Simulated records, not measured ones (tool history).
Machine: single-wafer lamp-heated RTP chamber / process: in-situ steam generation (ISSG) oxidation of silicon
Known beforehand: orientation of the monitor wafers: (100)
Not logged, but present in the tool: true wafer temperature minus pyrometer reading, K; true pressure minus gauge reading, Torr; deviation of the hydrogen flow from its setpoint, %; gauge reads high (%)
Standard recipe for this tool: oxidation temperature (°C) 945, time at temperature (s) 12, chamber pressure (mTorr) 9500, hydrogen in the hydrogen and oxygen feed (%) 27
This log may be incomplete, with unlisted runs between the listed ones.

run	hour	oxidation temperature (°C)	time at temperature (s)	chamber pressure (mTorr)	hydrogen in the hydrogen and oxygen feed (%)	wafers since the last listed run	wafers since the last pyrometer calibration	hours since the pressure gauge was zeroed	hours since the hydrogen flow controller was replaced	hours since the gauge calibration	read-back reference wafer on the same gauge, thickness	oxide thickness on the monitor wafer (Å)
1	0	945	10	9500	23	0	3893	4174.8	5404.3	229	3.777	35.34
# hour 23.6: pyrometer window cleaned and pyrometer calibrated
2	33.1	945	10	9500	23	421	160	4207.9	5437.4	262.1	3.779	34.95
3	50.7	945	10	8600	27	295	455	4225.5	5455	279.7	3.781	37
4	83.8	945	10	8600	27	555	1011	4258.6	5488.1	312.8	3.781	37.25
5	98.4	945	12	9500	27	245	1256	4273.2	5502.7	327.4	3.779	39.02
6	111.5	945	12	8600	27	219	1476	4286.3	5515.8	340.5	3.78	39.65
7	126.1	945	12	9500	27	245	1721	4300.9	5530.4	355.1	3.781	38.99
8	145.4	945	12	9500	27	324	2045	4320.2	5549.7	374.4	3.78	39.3
9	169.6	945	12	9500	27	406	2452	4344.4	5573.9	398.6	3.779	39.17
# hour 183.6: gauge calibrated
10	192.4	945	10	9500	23	382	2834	4367.2	5596.7	8.8	3.78	35.28
11	217.3	939	8	10200	32	418	3252	4392.1	5621.6	33.7	3.78	34.53
# hour 243.2: pressure gauge zeroed
# hour 249.6: hydrogen flow controller replaced
12	250.1	945	16	10200	27	308	3561	6.9	0.5	66.5	3.781	43
# hour 274.3: pyrometer window cleaned and pyrometer calibrated
13	276.1	945	12	9500	27	302	29	32.9	26.5	92.5	3.781	38.93
14	293.8	945	13	9100	32	297	327	50.6	44.2	110.2	3.78	42.26
15	310.6	945	12	10200	27	282	609	67.4	61	127	3.78	38.2
16	324.2	930	8	8900	21	228	837	81	74.6	140.6	3.781	31.24
17	360.2	964	12	10200	27	604	1441	117	110.6	176.6	3.781	40.31
18	383.7	945	12	9500	27	394	1836	140.5	134.1	200.1	3.778	39.06
19	412.6	945	8	10200	27	485	2321	169.4	163	229	3.78	33.38

For each entry between runs, how does the tool's hidden state at the last listed run before it compare with that at the first listed run after it?
After run 1, before run 2: pyrometer window cleaned and pyrometer calibrated (hour 23.6)
  true wafer temperature minus pyrometer reading, K: 5.03 -> 0.384
  measured value less the no-hidden-state value, oxide thickness on the monitor wafer (Å): +0.39 -> +0.03
After run 9, before run 10: gauge calibrated (hour 183.6)
  true wafer temperature minus pyrometer reading, K: 3.14 -> 3.6
  measured value less the no-hidden-state value, oxide thickness on the monitor wafer (Å): +0.29 -> +0.28
After run 11, before run 12: pressure gauge zeroed (hour 243.2); hydrogen flow controller replaced (hour 249.6)
  true wafer temperature minus pyrometer reading, K: 4.1 -> 4.76
  measured value less the no-hidden-state value, oxide thickness on the monitor wafer (Å): +0.26 -> +0.56
After run 12, before run 13: pyrometer window cleaned and pyrometer calibrated (hour 274.3)
  true wafer temperature minus pyrometer reading, K: 4.76 -> 0.2
  measured value less the no-hidden-state value, oxide thickness on the monitor wafer (Å): +0.56 -> +0.02
